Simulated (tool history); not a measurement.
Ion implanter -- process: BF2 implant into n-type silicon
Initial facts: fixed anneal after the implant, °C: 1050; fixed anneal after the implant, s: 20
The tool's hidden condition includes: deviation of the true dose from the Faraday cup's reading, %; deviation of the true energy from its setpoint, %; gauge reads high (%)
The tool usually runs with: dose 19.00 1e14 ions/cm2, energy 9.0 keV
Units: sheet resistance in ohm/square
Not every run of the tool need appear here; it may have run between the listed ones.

run	hour	dose	energy	wafers since the last listed run	hours since the last dose calibration	hours since the extraction supply was calibrated	hours since the gauge calibration	read-back reference wafer on the same gauge, sheet resistance	sheet resistance
1	0.0	19.00	9.0	0	1111.2	1307.3	503.3	160.02	144.35
2	28.2	19.00	9.0	803	1139.4	1335.5	531.5	160.02	143.89
3	62.9	19.00	9.0	989	1174.1	1370.2	566.2	160.11	144.51
4	115.1	19.00	9.0	1487	1226.3	1422.4	618.4	160.02	143.86
5	185.3	19.00	9.0	2000	1296.5	1492.6	688.6	159.94	143.62
6	210.0	21.35	11.5	704	1321.2	1517.3	713.3	159.97	134.01
7	249.3	19.00	11.0	1120	1360.5	1556.6	752.6	159.97	138.05
8	294.9	19.00	9.0	1299	1406.1	1602.2	798.2	159.94	144.58
9	357.9	19.00	9.0	1795	1469.1	1665.2	861.2	160.09	144.24
10	396.6	19.00	9.0	1103	1507.8	1703.9	899.9	159.92	143.71
11	449.0	19.00	9.0	1493	1560.2	1756.3	952.3	159.97	144.58
12	511.8	19.00	9.0	1789	1623.0	1819.1	1015.1	160.03	144.01
# hour 566.6: gauge calibrated
13	572.0	16.52	11.5	1715	1683.2	1879.3	5.4	159.96	141.58
14	627.6	19.00	9.0	1584	1738.8	1934.9	61.0	159.84	143.77
15	653.7	16.72	8.0	743	1764.9	1961.0	87.1	160.01	152.34
16	679.8	22.79	7.0	743	1791.0	1987.1	113.2	160.01	144.81
17	744.1	23.21	6.5	1832	1855.3	2051.4	177.5	159.91	145.99
# hour 782.9: Faraday cup replaced and dose calibrated
# hour 843.9: extraction supply calibrated
18	892.3	19.00	9.0	3768	109.4	48.4	325.7	160.03	144.27
19	938.2	19.00	10.5	1308	155.3	94.3	371.6	160.00	139.33
20	1010.0	19.00	9.0	2046	227.1	166.1	443.4	160.05	144.03
21	1062.3	23.37	10.0	1490	279.4	218.4	495.7	159.93	135.57
22	1105.4	19.00	6.5	1228	322.5	261.5	538.8	159.96	153.53
23	1147.9	23.79	11.0	1211	365.0	304.0	581.3	160.06	133.26
24	1176.5	19.00	10.0	815	393.6	332.6	609.9	159.94	140.92

3 ways to go on from here, each from the tool as it stands after run 24. What would each give?
A	1176.9	17.06	9.0	11	394.0	333.0	610.3	?	?
B	1176.9	13.60	12.0	11	394.0	333.0	610.3	?	?
C	1176.9	19.00	12.0	11	394.0	333.0	610.3	?	?

run	read-back reference wafer on the same gauge, sheet resistance	sheet resistance
A	159.94	147.74
B	159.94	148.74
C	159.94	135.37
With the hidden condition removed and each run's random variation left untouched, the same runs would have given:
run	sheet resistance
A	147.74
B	148.74
C	135.37
